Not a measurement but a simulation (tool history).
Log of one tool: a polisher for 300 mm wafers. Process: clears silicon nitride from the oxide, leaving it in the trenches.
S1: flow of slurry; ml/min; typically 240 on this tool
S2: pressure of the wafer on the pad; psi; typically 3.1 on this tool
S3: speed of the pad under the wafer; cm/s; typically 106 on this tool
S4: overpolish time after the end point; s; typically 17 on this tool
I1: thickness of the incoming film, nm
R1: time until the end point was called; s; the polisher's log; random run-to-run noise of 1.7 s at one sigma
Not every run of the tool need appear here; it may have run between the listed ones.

run 1 hour=0.0 | S1=240 S2=3.1 S3=106 S4=17 | I1=91.7 | R1=118.2
run 2 hour=38.3 | S1=240 S2=3.1 S3=106 S4=17 | I1=90.7 | R1=119.6
run 3 hour=74.1 | S1=240 S2=3.1 S3=106 S4=17 | I1=89.8 | R1=118.4
-- hour=86.2 worn pad replaced by a new one
-- hour=95.3 head pressure recalibrated
run 4 hour=124.3 | S1=240 S2=3.1 S3=106 S4=17 | I1=91.8 | R1=109.9
-- hour=153.5 slurry nozzle cleaned
run 5 hour=156.2 | S1=240 S2=3.1 S3=106 S4=17 | I1=88.4 | R1=108.9
run 6 hour=232.8 | S1=240 S2=3.1 S3=106 S4=17 | I1=90.1 | R1=114.1
-- hour=318.9 worn pad replaced by a new one
run 7 hour=334.1 | S1=240 S2=3.1 S3=120 S4=17 | I1=89.9 | R1=92.7
run 8 hour=360.6 | S1=190 S2=3.1 S3=106 S4=17 | I1=89.4 | R1=106.0
run 9 hour=388.2 | S1=240 S2=3.1 S3=106 S4=17 | I1=90.2 | R1=106.7
-- hour=413.4 head pressure recalibrated
run 10 hour=429.3 | S1=240 S2=3.1 S3=106 S4=17 | I1=88.8 | R1=113.4
run 11 hour=524.6 | S1=240 S2=3.1 S3=106 S4=17 | I1=90.1 | R1=112.5
-- hour=549.9 worn pad replaced by a new one
run 12 hour=689.8 | S1=240 S2=3.1 S3=106 S4=17 | I1=91.6 | R1=117.9
run 13 hour=752.3 | S1=240 S2=3.1 S3=106 S4=8 | I1=90.1 | R1=114.1
-- hour=793.9 worn pad replaced by a new one
run 14 hour=794.4 | S1=240 S2=3.1 S3=106 S4=17 | I1=89.1 | R1=99.8
-- hour=807.4 head pressure recalibrated
-- hour=812.7 slurry nozzle cleaned
run 15 hour=837.3 | S1=240 S2=3.1 S3=106 S4=17 | I1=89.5 | R1=105.4
run 16 hour=896.1 | S1=240 S2=3.1 S3=106 S4=17 | I1=91.0 | R1=113.6
run 17 hour=961.2 | S1=315 S2=3.1 S3=106 S4=17 | I1=89.7 | R1=112.0
run 18 hour=998.7 | S1=240 S2=3.1 S3=106 S4=17 | I1=90.3 | R1=117.2

Run 19, settings as shown, results not yet in. Your forecast:
run 19 hour=1045.0 | S1=270 S2=3.1 S3=88 S4=24 | I1=89.7 | R1=?

Run 19 measured R1 136.0 s.
Take away the tool's hidden state, keep the run-to-run variation as it was, and the same run would have given R1 118.8 s.
